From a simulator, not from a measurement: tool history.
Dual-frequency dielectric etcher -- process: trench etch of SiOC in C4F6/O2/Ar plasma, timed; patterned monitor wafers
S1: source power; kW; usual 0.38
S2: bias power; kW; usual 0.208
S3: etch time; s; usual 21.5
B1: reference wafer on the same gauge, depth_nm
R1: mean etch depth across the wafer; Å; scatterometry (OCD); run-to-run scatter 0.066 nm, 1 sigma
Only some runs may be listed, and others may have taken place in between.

run	hour	S1	S2	S3	B1	R1
1	0	0.38	0.208	21.5	37.8	428.3
2	28.8	0.38	0.208	21.5	37.79	427.7
# hour 59.4: bias power generator calibrated
3	61.1	0.38	0.208	21.5	37.78	435.7
4	91.1	0.38	0.208	21.5	37.8	435.7
5	106.6	0.36	0.243	21.5	37.78	446.4
6	121.3	0.38	0.208	21.5	37.79	434.2
7	142.3	0.38	0.208	21.5	37.82	434.6
8	156.6	0.38	0.208	21.5	37.81	434.4
9	169.4	0.38	0.208	21.5	37.8	433.7
# hour 186.7: gauge calibrated
# hour 200.6: wet clean of the chamber
10	201.1	0.48	0.208	25.5	37.82	561.5
11	213.7	0.35	0.208	21.5	37.8	423.1
12	228.7	0.34	0.208	21.5	37.81	420.6
13	298.5	0.38	0.208	21.5	37.79	435.8
14	318.8	0.38	0.242	21.5	37.82	457.7
15	338.3	0.38	0.242	21.5	37.82	455.4
16	362.5	0.38	0.208	26	37.79	527.5
# hour 367.6: source power generator calibrated
17	376.9	0.38	0.208	21.5	37.79	434.8
18	392.8	0.38	0.208	21.5	37.8	434.8
19	413	0.43	0.244	21.5	37.81	477.6
# hour 444.7: upper electrode replaced
20	447.8	0.47	0.184	23.5	37.82	494.1
21	462	0.29	0.18	23.5	37.82	415.5
22	491.6	0.46	0.227	26.5	37.81	587.8
23	511	0.32	0.242	23.5	37.8	468.9
24	531.4	0.38	0.208	21.5	37.8	434.3
25	554.1	0.48	0.248	28	37.79	645
26	583.7	0.38	0.168	25	37.8	474.1
27	603.3	0.38	0.208	21.5	37.8	432.8
28	623.4	0.38	0.208	21.5	37.76	433
29	653.9	0.41	0.176	17	37.81	336

Branching from run 29: 5 alternative next runs. What would each branch give?
A	654.3	0.38	0.226	21.5	?	?
B	654.3	0.41	0.184	26.5	?	?
C	654.3	0.38	0.208	15	?	?
D	654.3	0.38	0.208	24	?	?
E	654.3	0.42	0.208	23.5	?	?

run	B1	R1
A	37.82	443
B	37.82	527.5
C	37.82	301.4
D	37.82	482.2
E	37.82	488.9
With no hidden state in the tool, these same runs would have given:
run	R1
A	448.7
B	534.2
C	305.3
D	488.5
E	495.2
